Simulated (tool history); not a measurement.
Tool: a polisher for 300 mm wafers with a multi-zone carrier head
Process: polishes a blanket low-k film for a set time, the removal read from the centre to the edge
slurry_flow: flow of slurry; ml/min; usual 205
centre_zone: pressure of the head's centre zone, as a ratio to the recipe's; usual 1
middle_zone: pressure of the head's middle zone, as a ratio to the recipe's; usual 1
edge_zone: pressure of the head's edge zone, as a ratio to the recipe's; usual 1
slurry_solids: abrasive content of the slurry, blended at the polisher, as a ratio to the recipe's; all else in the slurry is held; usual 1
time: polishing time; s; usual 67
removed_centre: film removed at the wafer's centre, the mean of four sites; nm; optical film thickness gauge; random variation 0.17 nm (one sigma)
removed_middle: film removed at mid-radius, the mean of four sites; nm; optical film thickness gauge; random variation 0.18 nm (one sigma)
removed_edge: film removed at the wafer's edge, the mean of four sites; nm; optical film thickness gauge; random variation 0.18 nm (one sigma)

| run | hour | slurry_flow | centre_zone | middle_zone | edge_zone | slurry_solids | time | wafers since the last listed run | wafers polished on this pad | hours since the slurry nozzle was cleaned | hours since the centre zone pressure was calibrated | hours since the edge zone pressure was calibrated | hours since the carrier head's membrane was replaced | incoming thickness of the incoming film, nm | removed_centre | removed_middle | removed_edge |
|---|---|---|---|---|---|---|---|---|---|---|---|---|---|---|---|---|---|
| 1 | 0 | 205 | 1 | 1 | 0.91 | 1 | 67 | 0 | 588 | 313.8 | 776.9 | 343.3 | 1664.3 | 661.3 | 14.2 | 13.6 | 13.3 |
|  | 11.5 | worn pad replaced by a new one |
| 2 | 12 | 205 | 1 | 1 | 1 | 1 | 67 | 73 | 4 | 325.8 | 788.9 | 355.3 | 1676.3 | 660 | 14 | 13.6 | 14.1 |
| 3 | 21.6 | 205 | 1 | 1 | 1 | 1 | 67 | 88 | 93 | 335.4 | 798.5 | 364.9 | 1685.9 | 663.1 | 14 | 13.7 | 13.8 |
| 4 | 29.6 | 205 | 1 | 1 | 1 | 1 | 67 | 73 | 166 | 343.4 | 806.5 | 372.9 | 1693.9 | 651.2 | 14.1 | 13.5 | 14 |
|  | 35.8 | carrier head's membrane replaced by a new one |
| 5 | 36.5 | 205 | 1 | 1 | 1 | 1 | 67 | 17 | 184 | 350.3 | 813.4 | 379.8 | 0.7 | 647.3 | 14 | 13.3 | 13.9 |
| 6 | 45.8 | 165 | 1 | 1 | 1 | 1 | 67 | 85 | 270 | 359.6 | 822.7 | 389.1 | 10 | 665.1 | 12.8 | 13.1 | 13.8 |
| 7 | 56.3 | 205 | 1 | 1 | 1 | 1 | 67 | 97 | 367 | 370.1 | 833.2 | 399.6 | 20.5 | 665.3 | 13.4 | 13.7 | 14 |
| 8 | 63.2 | 205 | 1 | 1 | 1 | 1 | 83 | 63 | 431 | 377 | 840.1 | 406.5 | 27.4 | 670.4 | 17.2 | 16.9 | 17.3 |
| 9 | 70.2 | 205 | 1 | 1 | 1 | 1 | 67 | 64 | 495 | 384 | 847.1 | 413.5 | 34.4 | 665.5 | 13.7 | 13.4 | 13.9 |
|  | 76.4 | worn pad replaced by a new one |
| 10 | 80.1 | 140 | 1.11 | 1 | 1 | 1 | 67 | 54 | 34 | 393.9 | 857 | 423.4 | 44.3 | 656.4 | 13.4 | 12 | 12.8 |
| 11 | 93 | 205 | 1 | 1.07 | 1 | 1 | 67 | 119 | 153 | 406.8 | 869.9 | 436.3 | 57.2 | 662.2 | 13.6 | 14.3 | 13.7 |
| 12 | 99.9 | 205 | 1 | 1 | 1 | 1 | 67 | 63 | 216 | 413.7 | 876.8 | 443.2 | 64.1 | 668 | 13.6 | 13.3 | 13.8 |
| 13 | 111.2 | 205 | 1.08 | 1 | 1 | 1.25 | 67 | 104 | 321 | 425 | 888.1 | 454.5 | 75.4 | 657.2 | 16.7 | 15.2 | 16 |
|  | 127.1 | edge zone pressure recalibrated |
| 14 | 128.7 | 205 | 1 | 1 | 1 | 1.15 | 67 | 143 | 464 | 442.5 | 905.6 | 1.6 | 92.9 | 663.6 | 14.6 | 14.5 | 14.9 |
| 15 | 142.9 | 150 | 1 | 0.97 | 0.96 | 1 | 67 | 131 | 595 | 456.7 | 919.8 | 15.8 | 107.1 | 665 | 11.8 | 11.9 | 12.7 |
|  | 153.9 | slurry nozzle cleaned |
| 16 | 154.4 | 205 | 1 | 1 | 1 | 1 | 67 | 97 | 692 | 0.5 | 931.3 | 27.3 | 118.6 | 659.4 | 14.8 | 14.2 | 14.7 |
|  | 158.4 | worn pad replaced by a new one |
|  | 163.3 | centre zone pressure recalibrated |
| 17 | 168.5 | 260 | 0.92 | 0.93 | 0.97 | 1 | 67 | 74 | 74 | 14.6 | 5.2 | 41.4 | 132.7 | 658.5 | 14.2 | 14.1 | 14.5 |
| 18 | 177.5 | 180 | 1 | 1 | 1 | 1 | 83 | 83 | 157 | 23.6 | 14.2 | 50.4 | 141.7 | 661.1 | 17.8 | 17.9 | 17.9 |
| 19 | 200.5 | 150 | 0.94 | 1 | 1.11 | 1 | 67 | 212 | 370 | 46.6 | 37.2 | 73.4 | 164.7 | 666.9 | 12.9 | 13.6 | 14.5 |
| 20 | 213.9 | 205 | 0.9 | 0.88 | 0.94 | 1 | 88 | 123 | 493 | 60 | 50.6 | 86.8 | 178.1 | 654.1 | 17.4 | 17 | 18.4 |
| 21 | 228.2 | 205 | 1.06 | 1 | 0.94 | 1 | 67 | 132 | 626 | 74.3 | 64.9 | 101.1 | 192.4 | 663.3 | 15.8 | 14.4 | 14.2 |
|  | 234.2 | worn pad replaced by a new one |
| 22 | 241.5 | 205 | 0.9 | 1.1 | 1 | 1 | 67 | 85 | 67 | 87.6 | 78.2 | 114.4 | 205.7 | 650.5 | 13.1 | 15.5 | 14.5 |

Forecast each of these 4 alternatives for the next run:
| A | 241.9 | 205 | 1 | 1 | 1 | 1 | 80 | 3 | 71 | 88 | 78.6 | 114.8 | 206.1 | 656.9 | ? | ? | ? |
| B | 241.9 | 205 | 1.09 | 1.08 | 1 | 1 | 67 | 3 | 71 | 88 | 78.6 | 114.8 | 206.1 | 656.9 | ? | ? | ? |
| C | 241.9 | 260 | 1.05 | 1 | 1 | 1 | 67 | 3 | 71 | 88 | 78.6 | 114.8 | 206.1 | 656.9 | ? | ? | ? |
| D | 241.9 | 235 | 1 | 1 | 1 | 1 | 77 | 3 | 71 | 88 | 78.6 | 114.8 | 206.1 | 656.9 | ? | ? | ? |

| run | removed_centre | removed_middle | removed_edge |
|---|---|---|---|
| A | 17.3 | 16.8 | 17.7 |
| B | 15.8 | 15.1 | 14.8 |
| C | 15.8 | 14.6 | 15.2 |
| D | 17.1 | 16.6 | 17.3 |
Without the tool's hidden state the same runs would have given:
| run | removed_centre | removed_middle | removed_edge |
|---|---|---|---|
| A | 17.6 | 17.1 | 17.9 |
| B | 16.1 | 15.3 | 14.9 |
| C | 16 | 14.8 | 15.3 |
| D | 17.3 | 16.8 | 17.4 |

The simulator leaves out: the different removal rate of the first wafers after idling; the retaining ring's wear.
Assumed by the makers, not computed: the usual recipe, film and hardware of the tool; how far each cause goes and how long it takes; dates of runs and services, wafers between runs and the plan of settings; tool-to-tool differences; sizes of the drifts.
